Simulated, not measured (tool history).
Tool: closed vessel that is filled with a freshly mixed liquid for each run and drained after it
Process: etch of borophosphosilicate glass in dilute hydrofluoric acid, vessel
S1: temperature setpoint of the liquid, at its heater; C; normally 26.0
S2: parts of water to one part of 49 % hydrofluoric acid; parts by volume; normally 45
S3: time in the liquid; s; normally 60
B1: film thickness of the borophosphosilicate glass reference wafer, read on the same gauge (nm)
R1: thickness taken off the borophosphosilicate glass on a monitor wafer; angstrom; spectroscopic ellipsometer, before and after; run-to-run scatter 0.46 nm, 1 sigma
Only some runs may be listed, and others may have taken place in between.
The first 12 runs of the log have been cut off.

run,hour,S1,S2,S3,B1,R1
# hour 875.1: gauge calibrated
13,876.4,26.0,30,80,140.00,1803.1
14,973.7,26.0,45,60,140.02,884.8
15,1042.2,26.0,40,60,139.99,1003.3
16,1087.8,27.5,45,60,140.03,939.4
17,1131.2,26.0,40,60,139.98,1012.6
18,1226.6,28.5,30,75,140.01,1903.9
19,1305.7,31.0,35,40,139.98,941.9
20,1404.0,26.0,50,60,140.04,810.8
21,1470.5,21.5,60,45,140.01,414.2
22,1513.4,26.0,30,30,139.98,691.8
23,1608.0,21.5,45,35,139.99,443.4
24,1714.2,26.0,45,45,140.01,688.6
25,1767.3,28.0,45,30,139.99,500.0
26,1805.0,26.0,50,90,139.96,1234.7
27,1888.5,22.5,25,45,140.00,1122.5
28,1970.0,26.0,45,60,140.03,937.4
29,2034.0,26.0,45,60,139.97,930.3
30,2110.6,21.5,45,90,139.98,1177.6
31,2203.9,21.5,45,60,140.02,786.4

Below are 5 alternative next runs, each starting from the tool's condition after run 31. Predict each:
A,2204.6,26.0,45,60,?,?
B,2204.6,22.0,30,35,?,?
C,2204.6,24.5,35,40,?,?
D,2204.6,22.5,35,60,?,?
E,2204.6,26.0,65,60,?,?

run,B1,R1
A,140.04,940.0
B,140.04,713.2
C,140.04,769.4
D,140.04,1062.8
E,140.04,632.1
With no hidden state in the tool, these same runs would have given:
run,R1
A,867.4
B,655.8
C,708.8
D,977.9
E,584.2
